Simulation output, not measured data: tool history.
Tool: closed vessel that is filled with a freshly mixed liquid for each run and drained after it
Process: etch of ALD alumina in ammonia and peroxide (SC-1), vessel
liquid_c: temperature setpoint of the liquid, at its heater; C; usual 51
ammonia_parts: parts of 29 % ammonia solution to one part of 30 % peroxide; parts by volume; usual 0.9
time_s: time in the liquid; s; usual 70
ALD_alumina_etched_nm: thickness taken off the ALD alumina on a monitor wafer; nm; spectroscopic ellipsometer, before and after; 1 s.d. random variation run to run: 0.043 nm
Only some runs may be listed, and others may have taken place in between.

run,day,liquid_c,ammonia_parts,time_s,wafers since the last listed run,hours since the thermometer was replaced,hours since the ammonia flow meter was replaced,hours since the drum of ammonia solution was connected,hours since the gauge calibration,"read-back film thickness of the ALD alumina reference wafer, read on the same gauge (nm)",ALD_alumina_etched_nm
1,0,51,0.6,70,0,1311.8,340.2,29.5,560.6,90.005,5.218
2,1.421,51,0.6,70,2562,1345.9,374.3,63.6,594.7,89.999,5.147
3,2.679,51,0.75,70,2269,1376.1,404.5,93.8,624.9,89.989,5.276
4,3.221,51,0.9,80,977,1389.1,417.5,106.8,637.9,89.971,6.067
5,3.808,51,0.9,80,1059,1403.2,431.6,120.9,652,89.995,6.106
6,4.771,51,0.9,70,1736,1426.3,454.7,144,675.1,90.017,5.358
7,5.429,51,0.9,70,1187,1442.1,470.5,159.8,690.9,89.995,5.374
8,6.925,51,0.65,70,2698,1478,506.4,195.7,726.8,90.015,5.262
9,7.804,51,0.9,70,1585,1499.1,527.5,216.8,747.9,90.004,5.356
10,8.4,54.5,1.1,100,1074,1513.4,541.8,231.1,762.2,90.015,9.428
11,9.662,60.5,1.15,70,2277,1543.7,572.1,261.4,792.5,90.006,9.106
12,11.604,51,1.05,85,3502,1590.3,618.7,308,839.1,90.007,6.731
13,12.183,61,0.6,110,1044,1604.2,632.6,321.9,853,90.019,13.81
# day 12.417: gauge calibrated
14,12.725,43.5,1.05,40,977,1617.2,645.6,334.9,7.4,89.986,2.047
15,13.825,51,0.75,70,1984,1643.6,672,361.3,33.8,89.983,5.295
16,15.271,44,1.2,55,2607,1678.3,706.7,396,68.5,90.004,2.901

What does the tool deliver on the next run?
17,16.108,51,0.9,70,1510,1698.4,726.8,416.1,88.6,?,?

read-back film thickness of the ALD alumina reference wafer, read on the same gauge (nm): 90.013
ALD_alumina_etched_nm: 5.401 nm
On a tool with no hidden condition, and with the same random variation, this run would have come out at ALD_alumina_etched_nm 5.401 nm.
